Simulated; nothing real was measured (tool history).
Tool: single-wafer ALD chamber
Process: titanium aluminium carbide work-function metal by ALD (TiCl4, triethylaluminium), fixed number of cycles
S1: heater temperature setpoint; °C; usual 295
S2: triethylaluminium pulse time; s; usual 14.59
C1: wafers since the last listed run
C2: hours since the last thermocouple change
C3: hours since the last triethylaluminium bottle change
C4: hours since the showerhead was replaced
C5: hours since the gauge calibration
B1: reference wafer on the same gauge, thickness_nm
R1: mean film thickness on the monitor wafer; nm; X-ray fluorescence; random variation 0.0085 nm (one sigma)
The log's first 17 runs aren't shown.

{"run": 18, "day": 54.429, "S1": 309, "S2": 17.29, "C1": 675, "C2": 1684.3, "C3": 940.5, "C4": 3989.8, "C5": 673.9, "B1": 1.962, "R1": 2.302}
{"day": 55.096, "done": "triethylaluminium bottle replaced"}
{"run": 19, "day": 58.158, "S1": 304, "S2": 16.35, "C1": 766, "C2": 1773.8, "C3": 73.5, "C4": 4079.3, "C5": 763.4, "B1": 1.958, "R1": 2.282}
{"run": 20, "day": 61.796, "S1": 309, "S2": 14.59, "C1": 821, "C2": 1861.1, "C3": 160.8, "C4": 4166.6, "C5": 850.7, "B1": 1.96, "R1": 2.33}
{"run": 21, "day": 65.083, "S1": 306, "S2": 18.92, "C1": 742, "C2": 1940, "C3": 239.7, "C4": 4245.5, "C5": 929.6, "B1": 1.96, "R1": 2.309}
{"day": 66.621, "done": "showerhead replaced"}
{"run": 22, "day": 67.817, "S1": 290, "S2": 14.59, "C1": 541, "C2": 2005.6, "C3": 305.3, "C4": 28.7, "C5": 995.2, "B1": 1.963, "R1": 2.133}
{"run": 23, "day": 70.529, "S1": 306, "S2": 17.65, "C1": 612, "C2": 2070.7, "C3": 370.4, "C4": 93.8, "C5": 1060.3, "B1": 1.961, "R1": 2.32}
{"run": 24, "day": 72.321, "S1": 280, "S2": 12.05, "C1": 404, "C2": 2113.7, "C3": 413.4, "C4": 136.8, "C5": 1103.3, "B1": 1.96, "R1": 1.961}
{"run": 25, "day": 76.325, "S1": 295, "S2": 14.59, "C1": 903, "C2": 2209.8, "C3": 509.5, "C4": 232.9, "C5": 1199.4, "B1": 1.959, "R1": 2.169}
{"day": 77.608, "done": "thermocouple changed; heater temperature recalibrated"}
{"run": 26, "day": 79.421, "S1": 295, "S2": 14.59, "C1": 623, "C2": 43.5, "C3": 583.8, "C4": 307.2, "C5": 1273.7, "B1": 1.959, "R1": 2.162}
{"run": 27, "day": 83.821, "S1": 295, "S2": 11.23, "C1": 993, "C2": 149.1, "C3": 689.4, "C4": 412.8, "C5": 1379.3, "B1": 1.964, "R1": 2.008}
{"run": 28, "day": 87.779, "S1": 289, "S2": 12.78, "C1": 893, "C2": 244.1, "C3": 784.4, "C4": 507.8, "C5": 1474.3, "B1": 1.96, "R1": 2.01}
{"day": 90.771, "done": "triethylaluminium bottle replaced"}
{"run": 29, "day": 99.238, "S1": 306, "S2": 18.86, "C1": 2511, "C2": 519.1, "C3": 203.2, "C4": 782.8, "C5": 1749.3, "B1": 1.965, "R1": 2.321}
{"run": 30, "day": 109.179, "S1": 286, "S2": 14.59, "C1": 2244, "C2": 757.7, "C3": 441.8, "C4": 1021.4, "C5": 1987.9, "B1": 1.958, "R1": 2.076}
{"run": 31, "day": 110.754, "S1": 301, "S2": 9.62, "C1": 355, "C2": 795.5, "C3": 479.6, "C4": 1059.2, "C5": 2025.7, "B1": 1.961, "R1": 1.936}
{"run": 32, "day": 112.346, "S1": 295, "S2": 14.59, "C1": 359, "C2": 833.7, "C3": 517.8, "C4": 1097.4, "C5": 2063.9, "B1": 1.958, "R1": 2.176}
{"run": 33, "day": 116.362, "S1": 301, "S2": 9.62, "C1": 906, "C2": 930.1, "C3": 614.2, "C4": 1193.8, "C5": 2160.3, "B1": 1.96, "R1": 1.863}
{"run": 34, "day": 117.979, "S1": 281, "S2": 18.04, "C1": 364, "C2": 968.9, "C3": 653, "C4": 1232.6, "C5": 2199.1, "B1": 1.96, "R1": 2.02}

Forecast each of these 3 alternatives for the next run:
{"run": "A", "day": 117.996, "S1": 284, "S2": 14.59, "C1": 3, "C2": 969.3, "C3": 653.4, "C4": 1233, "C5": 2199.5, "B1": "?", "R1": "?"}
{"run": "B", "day": 117.996, "S1": 309, "S2": 17.74, "C1": 3, "C2": 969.3, "C3": 653.4, "C4": 1233, "C5": 2199.5, "B1": "?", "R1": "?"}
{"run": "C", "day": 117.996, "S1": 309, "S2": 19.74, "C1": 3, "C2": 969.3, "C3": 653.4, "C4": 1233, "C5": 2199.5, "B1": "?", "R1": "?"}

run=A B1=1.959 R1=2.042
run=B B1=1.959 R1=2.347
run=C B1=1.959 R1=2.353
Without the tool's hidden state the same runs would have given:
run=A R1=2.065
run=B R1=2.354
run=C R1=2.356
